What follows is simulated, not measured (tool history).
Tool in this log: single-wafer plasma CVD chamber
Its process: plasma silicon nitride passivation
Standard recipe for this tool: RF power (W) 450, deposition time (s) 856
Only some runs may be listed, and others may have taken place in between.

run    hour  RF power (W)  deposition time (s)  read-back reference wafer on the same gauge, thickness_nm  mean film thickness on the monitor wafer (Å)
  1       0           475                  856                                                   1089.317                                      12198.39
  2   101.5           405                  856                                                   1089.382                                      11807.37
  3   174.1           390                  724                                                   1089.552                                       9897.18
  4   272.4           495                  816                                                   1089.734                                      11700.75
  5   374.8           495                  816                                                   1089.454                                       11667.6
  6   426.6           495                  816                                                   1089.803                                      11689.73
  7   483.6           450                  856                                                   1089.809                                      11978.28
      490.3  -- gauge calibrated
  8   570.3           450                  856                                                   1090.076                                      11988.41
      597.6  -- showerhead replaced
  9   646.2           450                  856                                                   1089.607                                      11980.04
      676.1  -- RF generator calibrated
 10   720.2           450                  856                                                   1089.428                                      12062.41
 11   763.9           410                  966                                                   1089.637                                      13352.85
 12     835           450                  856                                                   1091.209                                      12108.16
 13   929.2           485                  973                                                   1089.775                                      13928.99
 14   980.2           380                  856                                                   1089.836                                      11706.16
 15  1040.8           495                  992                                                    1089.81                                      14286.44
 16  1121.9           485                  966                                                   1089.849                                      13858.76
 17  1216.3           510                  974                                                   1089.854                                      14084.02
 18  1260.7           450                  856                                                   1088.791                                      12038.41

Exercise: give the hidden state of the tool at every run:
gauge reads high (%): 0, the same for each run
H1: delivered RF power above the setpoint (%)
run      H1
  1   -2.37
  2   -2.78
  3    -3.1
  4   -3.57
  5    -4.1
  6   -4.38
  7    -4.7
  8   -5.22
  9   -5.69
 10  -0.597
 11  -0.609
 12  -0.643
 13   -0.72
 14  -0.776
 15  -0.855
 16  -0.985
 17   -1.17
 18   -1.27
